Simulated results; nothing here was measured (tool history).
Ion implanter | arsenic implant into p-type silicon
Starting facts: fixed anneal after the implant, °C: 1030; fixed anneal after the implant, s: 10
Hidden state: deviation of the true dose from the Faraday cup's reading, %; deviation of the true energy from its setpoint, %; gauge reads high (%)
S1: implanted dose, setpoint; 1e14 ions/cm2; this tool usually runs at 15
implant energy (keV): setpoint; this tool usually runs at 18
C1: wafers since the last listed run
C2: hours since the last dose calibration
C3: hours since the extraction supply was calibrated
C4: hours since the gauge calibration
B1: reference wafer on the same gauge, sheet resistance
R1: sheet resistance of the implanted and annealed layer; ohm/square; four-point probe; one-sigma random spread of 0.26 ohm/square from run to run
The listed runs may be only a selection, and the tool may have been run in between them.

run 1 hour=0 | S1=15 implant_energy_(keV)=18 | C1=0 C2=1251.9 C3=3588.9 C4=399.8 | B1=88.99 | R1=105.36
run 2 hour=53.6 | S1=15 implant_energy_(keV)=18 | C1=1352 C2=1305.5 C3=3642.5 C4=453.4 | B1=88.9 | R1=105.56
run 3 hour=99 | S1=15 implant_energy_(keV)=18 | C1=1145 C2=1350.9 C3=3687.9 C4=498.8 | B1=89.03 | R1=105.68
run 4 hour=156.8 | S1=15 implant_energy_(keV)=18 | C1=1458 C2=1408.7 C3=3745.7 C4=556.6 | B1=88.96 | R1=105.71
run 5 hour=346.7 | S1=15 implant_energy_(keV)=18 | C1=4790 C2=1598.6 C3=3935.6 C4=746.5 | B1=88.96 | R1=105.5
run 6 hour=388 | S1=15 implant_energy_(keV)=18 | C1=1041 C2=1639.9 C3=3976.9 C4=787.8 | B1=88.97 | R1=105.15
run 7 hour=454.9 | S1=15 implant_energy_(keV)=18 | C1=1687 C2=1706.8 C3=4043.8 C4=854.7 | B1=88.99 | R1=104.76
run 8 hour=502.8 | S1=15 implant_energy_(keV)=14 | C1=1208 C2=1754.7 C3=4091.7 C4=902.6 | B1=89.02 | R1=112.18
run 9 hour=534.6 | S1=15 implant_energy_(keV)=14 | C1=802 C2=1786.5 C3=4123.5 C4=934.4 | B1=88.98 | R1=111.73
run 10 hour=562 | S1=17.08 implant_energy_(keV)=18 | C1=691 C2=1813.9 C3=4150.9 C4=961.8 | B1=89.02 | R1=101.54
run 11 hour=630.5 | S1=17.08 implant_energy_(keV)=18 | C1=1728 C2=1882.4 C3=4219.4 C4=1030.3 | B1=89 | R1=101.31
run 12 hour=658.8 | S1=15 implant_energy_(keV)=18 | C1=713 C2=1910.7 C3=4247.7 C4=1058.6 | B1=89.06 | R1=104.59
-- hour=680.5 extraction supply calibrated
run 13 hour=700.6 | S1=15 implant_energy_(keV)=18 | C1=852 C2=1952.5 C3=20.1 C4=1100.4 | B1=89 | R1=104.79
-- hour=709.5 Faraday cup replaced and dose calibrated
-- hour=736.9 gauge calibrated
run 14 hour=767 | S1=15 implant_energy_(keV)=18 | C1=1473 C2=57.5 C3=86.5 C4=30.1 | B1=89.09 | R1=104.28
run 15 hour=812.4 | S1=15 implant_energy_(keV)=18 | C1=1145 C2=102.9 C3=131.9 C4=75.5 | B1=88.98 | R1=104.13
run 16 hour=851.8 | S1=18.29 implant_energy_(keV)=13.5 | C1=993 C2=142.3 C3=171.3 C4=114.9 | B1=88.96 | R1=107.97
run 17 hour=915.8 | S1=17.35 implant_energy_(keV)=15 | C1=1614 C2=206.3 C3=235.3 C4=178.9 | B1=88.93 | R1=105.99
-- hour=949.9 Faraday cup replaced and dose calibrated, repeated, since the last time left the tool worse
run 18 hour=950.4 | S1=15 implant_energy_(keV)=13.5 | C1=671 C2=0.5 C3=269.9 C4=213.5 | B1=88.98 | R1=113.57
run 19 hour=988 | S1=19.38 implant_energy_(keV)=18 | C1=948 C2=38.1 C3=307.5 C4=251.1 | B1=88.99 | R1=99.82
run 20 hour=1057.3 | S1=15 implant_energy_(keV)=13 | C1=1748 C2=107.4 C3=376.8 C4=320.4 | B1=88.98 | R1=114.41
run 21 hour=1090.8 | S1=10.79 implant_energy_(keV)=21 | C1=845 C2=140.9 C3=410.3 C4=353.9 | B1=88.93 | R1=115.98
run 22 hour=1127.8 | S1=17.08 implant_energy_(keV)=18 | C1=933 C2=177.9 C3=447.3 C4=390.9 | B1=89.09 | R1=102.69
run 23 hour=1173.7 | S1=15 implant_energy_(keV)=18 | C1=1157 C2=223.8 C3=493.2 C4=436.8 | B1=89.11 | R1=105.99
run 24 hour=1226.1 | S1=15 implant_energy_(keV)=20.5 | C1=1321 C2=276.2 C3=545.6 C4=489.2 | B1=88.93 | R1=102.12
run 25 hour=1255.1 | S1=12.23 implant_energy_(keV)=14.5 | C1=731 C2=305.2 C3=574.6 C4=518.2 | B1=89 | R1=119.51
run 26 hour=1306.9 | S1=15 implant_energy_(keV)=18 | C1=1306 C2=357 C3=626.4 C4=570 | B1=89.04 | R1=106.14
run 27 hour=1368.9 | S1=15 implant_energy_(keV)=18 | C1=1564 C2=419 C3=688.4 C4=632 | B1=89.01 | R1=106
run 28 hour=1394.5 | S1=11.95 implant_energy_(keV)=20 | C1=645 C2=444.6 C3=714 C4=657.6 | B1=89.03 | R1=111.86
run 29 hour=1422.8 | S1=17.81 implant_energy_(keV)=14.5 | C1=713 C2=472.9 C3=742.3 C4=685.9 | B1=89.01 | R1=107.17
run 30 hour=1473.8 | S1=16.36 implant_energy_(keV)=20 | C1=1286 C2=523.9 C3=793.3 C4=736.9 | B1=88.99 | R1=100.22
run 31 hour=1562.7 | S1=15 implant_energy_(keV)=18 | C1=2242 C2=612.8 C3=882.2 C4=825.8 | B1=89 | R1=105.79

Here are 3 independent what-if runs from the current tool condition. What would each one return?
run A hour=1563.1 | S1=15 implant_energy_(keV)=18 | C1=10 C2=613.2 C3=882.6 C4=826.2 | B1=? | R1=?
run B hour=1563.1 | S1=13.56 implant_energy_(keV)=16.5 | C1=10 C2=613.2 C3=882.6 C4=826.2 | B1=? | R1=?
run C hour=1563.1 | S1=19.23 implant_energy_(keV)=18 | C1=10 C2=613.2 C3=882.6 C4=826.2 | B1=? | R1=?

run=A B1=88.95 R1=105.86
run=B B1=88.95 R1=111.79
run=C B1=88.95 R1=99.73
With no hidden state in the tool, these same runs would have given:
run=A R1=106.03
run=B R1=111.99
run=C R1=99.83
